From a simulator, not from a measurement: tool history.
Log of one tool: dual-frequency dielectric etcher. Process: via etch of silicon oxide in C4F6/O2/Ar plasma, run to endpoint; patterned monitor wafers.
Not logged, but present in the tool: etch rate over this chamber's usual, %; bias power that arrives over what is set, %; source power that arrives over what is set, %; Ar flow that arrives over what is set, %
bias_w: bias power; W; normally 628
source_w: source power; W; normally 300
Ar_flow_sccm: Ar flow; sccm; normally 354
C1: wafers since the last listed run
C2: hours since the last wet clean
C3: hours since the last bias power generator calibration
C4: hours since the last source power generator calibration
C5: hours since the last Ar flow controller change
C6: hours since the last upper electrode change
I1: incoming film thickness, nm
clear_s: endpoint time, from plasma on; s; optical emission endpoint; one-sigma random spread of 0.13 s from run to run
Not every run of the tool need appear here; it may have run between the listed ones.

run 1 hour=0 | bias_w=628 source_w=280 Ar_flow_sccm=354 | C1=0 C2=407.9 C3=1546.5 C4=1586.3 C5=2504.2 C6=2011 | I1=162.9 | clear_s=42.9
run 2 hour=64.9 | bias_w=628 source_w=240 Ar_flow_sccm=354 | C1=931 C2=472.8 C3=1611.4 C4=1651.2 C5=2569.1 C6=2075.9 | I1=163.9 | clear_s=46.3
run 3 hour=104 | bias_w=628 source_w=240 Ar_flow_sccm=354 | C1=561 C2=511.9 C3=1650.5 C4=1690.3 C5=2608.2 C6=2115 | I1=162.7 | clear_s=46
run 4 hour=142.8 | bias_w=702 source_w=300 Ar_flow_sccm=354 | C1=556 C2=550.7 C3=1689.3 C4=1729.1 C5=2647 C6=2153.8 | I1=164.2 | clear_s=40.9
-- hour=178.2 wet clean of the chamber
-- hour=203.8 source power generator calibrated
run 5 hour=204.3 | bias_w=702 source_w=300 Ar_flow_sccm=354 | C1=480 C2=26.1 C3=1750.8 C4=0.5 C5=2708.5 C6=2215.3 | I1=164.8 | clear_s=39.9
run 6 hour=247.2 | bias_w=628 source_w=300 Ar_flow_sccm=354 | C1=615 C2=69 C3=1793.7 C4=43.4 C5=2751.4 C6=2258.2 | I1=162.3 | clear_s=41.1
run 7 hour=286.5 | bias_w=721 source_w=300 Ar_flow_sccm=354 | C1=564 C2=108.3 C3=1833 C4=82.7 C5=2790.7 C6=2297.5 | I1=162.3 | clear_s=39.2
run 8 hour=333.9 | bias_w=721 source_w=300 Ar_flow_sccm=354 | C1=680 C2=155.7 C3=1880.4 C4=130.1 C5=2838.1 C6=2344.9 | I1=164 | clear_s=39.8
run 9 hour=358.9 | bias_w=721 source_w=300 Ar_flow_sccm=354 | C1=358 C2=180.7 C3=1905.4 C4=155.1 C5=2863.1 C6=2369.9 | I1=162.7 | clear_s=39.7
run 10 hour=384 | bias_w=628 source_w=260 Ar_flow_sccm=354 | C1=360 C2=205.8 C3=1930.5 C4=180.2 C5=2888.2 C6=2395 | I1=163 | clear_s=44
run 11 hour=503.2 | bias_w=628 source_w=260 Ar_flow_sccm=354 | C1=1711 C2=325 C3=2049.7 C4=299.4 C5=3007.4 C6=2514.2 | I1=163.1 | clear_s=44.4
run 12 hour=554.7 | bias_w=724 source_w=300 Ar_flow_sccm=354 | C1=739 C2=376.5 C3=2101.2 C4=350.9 C5=3058.9 C6=2565.7 | I1=162.2 | clear_s=40
run 13 hour=611.1 | bias_w=628 source_w=250 Ar_flow_sccm=354 | C1=809 C2=432.9 C3=2157.6 C4=407.3 C5=3115.3 C6=2622.1 | I1=160.3 | clear_s=44.9
run 14 hour=650 | bias_w=534 source_w=330 Ar_flow_sccm=303 | C1=558 C2=471.8 C3=2196.5 C4=446.2 C5=3154.2 C6=2661 | I1=162.9 | clear_s=42.5
run 15 hour=702.2 | bias_w=496 source_w=380 Ar_flow_sccm=404 | C1=749 C2=524 C3=2248.7 C4=498.4 C5=3206.4 C6=2713.2 | I1=162.9 | clear_s=42.6
run 16 hour=787.8 | bias_w=628 source_w=300 Ar_flow_sccm=406 | C1=1228 C2=609.6 C3=2334.3 C4=584 C5=3292 C6=2798.8 | I1=163.7 | clear_s=43.8
-- hour=801.9 bias power generator calibrated
-- hour=826 wet clean of the chamber
-- hour=834.1 upper electrode replaced
run 17 hour=877.1 | bias_w=543 source_w=300 Ar_flow_sccm=354 | C1=764 C2=51.1 C3=75.2 C4=673.3 C5=3381.3 C6=43 | I1=163.4 | clear_s=42.6
run 18 hour=917.7 | bias_w=544 source_w=280 Ar_flow_sccm=286 | C1=582 C2=91.7 C3=115.8 C4=713.9 C5=3421.9 C6=83.6 | I1=164.8 | clear_s=43.5
run 19 hour=1012.7 | bias_w=628 source_w=300 Ar_flow_sccm=354 | C1=1363 C2=186.7 C3=210.8 C4=808.9 C5=3516.9 C6=178.6 | I1=162.1 | clear_s=40.8
-- hour=1062.9 Ar flow controller replaced
run 20 hour=1063.4 | bias_w=682 source_w=240 Ar_flow_sccm=354 | C1=641 C2=237.4 C3=261.5 C4=859.6 C5=0.5 C6=229.3 | I1=160.7 | clear_s=43.1
run 21 hour=1096.6 | bias_w=628 source_w=300 Ar_flow_sccm=354 | C1=476 C2=270.6 C3=294.7 C4=892.8 C5=33.7 C6=262.5 | I1=163.2 | clear_s=41.3
run 22 hour=1146.2 | bias_w=628 source_w=300 Ar_flow_sccm=354 | C1=712 C2=320.2 C3=344.3 C4=942.4 C5=83.3 C6=312.1 | I1=163.3 | clear_s=41.7
run 23 hour=1196.8 | bias_w=628 source_w=240 Ar_flow_sccm=354 | C1=726 C2=370.8 C3=394.9 C4=993 C5=133.9 C6=362.7 | I1=163.1 | clear_s=45.7
run 24 hour=1224.7 | bias_w=628 source_w=360 Ar_flow_sccm=423 | C1=400 C2=398.7 C3=422.8 C4=1020.9 C5=161.8 C6=390.6 | I1=162.1 | clear_s=39.2
run 25 hour=1261.6 | bias_w=543 source_w=300 Ar_flow_sccm=354 | C1=529 C2=435.6 C3=459.7 C4=1057.8 C5=198.7 C6=427.5 | I1=162 | clear_s=43.4
run 26 hour=1332.3 | bias_w=727 source_w=260 Ar_flow_sccm=415 | C1=1014 C2=506.3 C3=530.4 C4=1128.5 C5=269.4 C6=498.2 | I1=162.8 | clear_s=43
-- hour=1382.2 wet clean of the chamber
run 27 hour=1382.7 | bias_w=628 source_w=300 Ar_flow_sccm=354 | C1=378 C2=0.5 C3=580.8 C4=1178.9 C5=319.8 C6=548.6 | I1=163.5 | clear_s=41.1
run 28 hour=1407.6 | bias_w=734 source_w=250 Ar_flow_sccm=417 | C1=357 C2=25.4 C3=605.7 C4=1203.8 C5=344.7 C6=573.5 | I1=162.3 | clear_s=42.5
run 29 hour=1441.9 | bias_w=770 source_w=300 Ar_flow_sccm=302 | C1=492 C2=59.7 C3=640 C4=1238.1 C5=379 C6=607.8 | I1=163.3 | clear_s=37.7

4 options for the next run, each taken on its own from the tool as it stands now. Forecast them:
run A hour=1442.3 | bias_w=628 source_w=300 Ar_flow_sccm=354 | C1=5 C2=60.1 C3=640.4 C4=1238.5 C5=379.4 C6=608.2 | I1=162.4 | clear_s=?
run B hour=1442.3 | bias_w=628 source_w=340 Ar_flow_sccm=354 | C1=5 C2=60.1 C3=640.4 C4=1238.5 C5=379.4 C6=608.2 | I1=162.4 | clear_s=?
run C hour=1442.3 | bias_w=562 source_w=360 Ar_flow_sccm=417 | C1=5 C2=60.1 C3=640.4 C4=1238.5 C5=379.4 C6=608.2 | I1=162.4 | clear_s=?
run D hour=1442.3 | bias_w=628 source_w=300 Ar_flow_sccm=417 | C1=5 C2=60.1 C3=640.4 C4=1238.5 C5=379.4 C6=608.2 | I1=162.4 | clear_s=?

run=A clear_s=40.7
run=B clear_s=38.8
run=C clear_s=40
run=D clear_s=41.5
What these runs would have given with no unlogged condition in the tool:
run=A clear_s=40.3
run=B clear_s=38.4
run=C clear_s=39.6
run=D clear_s=41.1

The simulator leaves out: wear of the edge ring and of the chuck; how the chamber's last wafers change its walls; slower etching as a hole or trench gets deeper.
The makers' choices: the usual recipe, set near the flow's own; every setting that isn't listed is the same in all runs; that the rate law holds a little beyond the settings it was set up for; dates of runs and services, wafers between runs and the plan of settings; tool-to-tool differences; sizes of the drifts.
